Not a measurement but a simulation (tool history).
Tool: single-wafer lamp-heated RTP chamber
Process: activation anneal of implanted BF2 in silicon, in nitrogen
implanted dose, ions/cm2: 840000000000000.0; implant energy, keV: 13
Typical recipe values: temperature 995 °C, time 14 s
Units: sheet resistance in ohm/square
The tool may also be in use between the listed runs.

run     day  temperature  time  wafers since the last listed run  wafers since the last pyrometer calibration  wafers since the reflector plate was cleaned  hours since the gauge calibration  read-back reference wafer on the same gauge, sheet resistance  sheet resistance
  1       0          995    14                                 0                                         7086                                          3546                              127.5                                                         267.64            255.66
  2   1.792          995    20                               703                                         7790                                          4249                              170.5                                                         268.26            241.38
      3.225  -- reflector plate cleaned
  3   3.492          995    20                               536                                         8327                                           105                              211.3                                                         267.84            241.01
      5.496  -- pyrometer window cleaned and pyrometer calibrated
  4   6.067          995    14                               880                                          224                                           985                              273.1                                                         267.85            263.34
  5   7.721          995    14                               649                                          873                                          1634                              312.8                                                         268.37            261.64
  6  10.383         1010    14                              1045                                         1919                                          2680                              376.7                                                          267.9            236.82
  7  12.621          995    10                               878                                         2798                                          3559                              430.4                                                         267.92            273.44
     13.742  -- reflector plate cleaned
  8  14.092          995    10                               446                                         3244                                           137                              465.7                                                         267.86            271.85
  9  16.438          995    21                               921                                         4165                                          1058                                522                                                         268.65             243.8
 10      19          995    21                              1006                                         5172                                          2065                              583.5                                                         268.42            242.58
 11  21.754          977    10                              1081                                         6253                                          3146                              649.6                                                         268.04            307.38
 12  24.338          977    10                              1014                                         7268                                          4161                              711.6                                                         267.69            305.83
     25.729  -- reflector plate cleaned
 13   25.75          968    14                               423                                         7691                                             7                              745.5                                                         267.81            313.13
     27.379  -- pyrometer window cleaned and pyrometer calibrated
 14   28.15         1003     7                               811                                          302                                           819                              803.1                                                         268.08            274.48
 15  31.042         1014    10                              1135                                         1437                                          1954                              872.5                                                         268.01            244.25
 16  33.058          995    10                               791                                         2229                                          2746                              920.9                                                         267.97            271.69
 17  35.588         1023     6                               993                                         3222                                          3740                              981.6                                                         267.44            247.64
     37.108  -- reflector plate cleaned
 18  38.112          983    14                               860                                         4083                                           394                             1042.2                                                          268.2            285.25
 19  39.871          995    14                               690                                         4774                                          1085                             1084.4                                                         268.21            258.81
     42.725  -- gauge calibrated
 20   42.85          995    14                              1169                                         5943                                          2255                                  3                                                         267.91            259.26
 21  45.462          985    20                              1025                                         6969                                          3280                               65.7                                                         267.97            261.68
     47.175  -- reflector plate cleaned
     47.296  -- pyrometer window cleaned and pyrometer calibrated
 22  47.662         1009     8                               685                                          144                                           144                              118.5                                                         268.14            261.67
 23  50.408          975    21                              1078                                         1222                                          1222                              184.4                                                         268.16            286.69
 24  52.788          968    10                               934                                         2156                                          2156                              241.5                                                         268.28            334.88
 25  55.362          995    14                              1011                                         3167                                          3167                              303.3                                                         268.28            259.64

Branching from run 25: 4 alternative next runs. What would each branch give?
  A  55.379          995    14                                 6                                         3174                                          3174                              303.7                                                              ?                 ?
  B  55.379         1010     8                                 6                                         3174                                          3174                              303.7                                                              ?                 ?
  C  55.379         1007    10                                 6                                         3174                                          3174                              303.7                                                              ?                 ?
  D  55.379          973    12                                 6                                         3174                                          3174                              303.7                                                              ?                 ?

run  read-back reference wafer on the same gauge, sheet resistance  sheet resistance
  A                                                          267.9            260.13
  B                                                          267.9             257.7
  C                                                          267.9            253.97
  D                                                          267.9            313.21
Stripped of hidden state, with their random variation kept, the same runs would have yielded:
run  sheet resistance
  A            262.86
  B            260.04
  C            256.31
  D               317
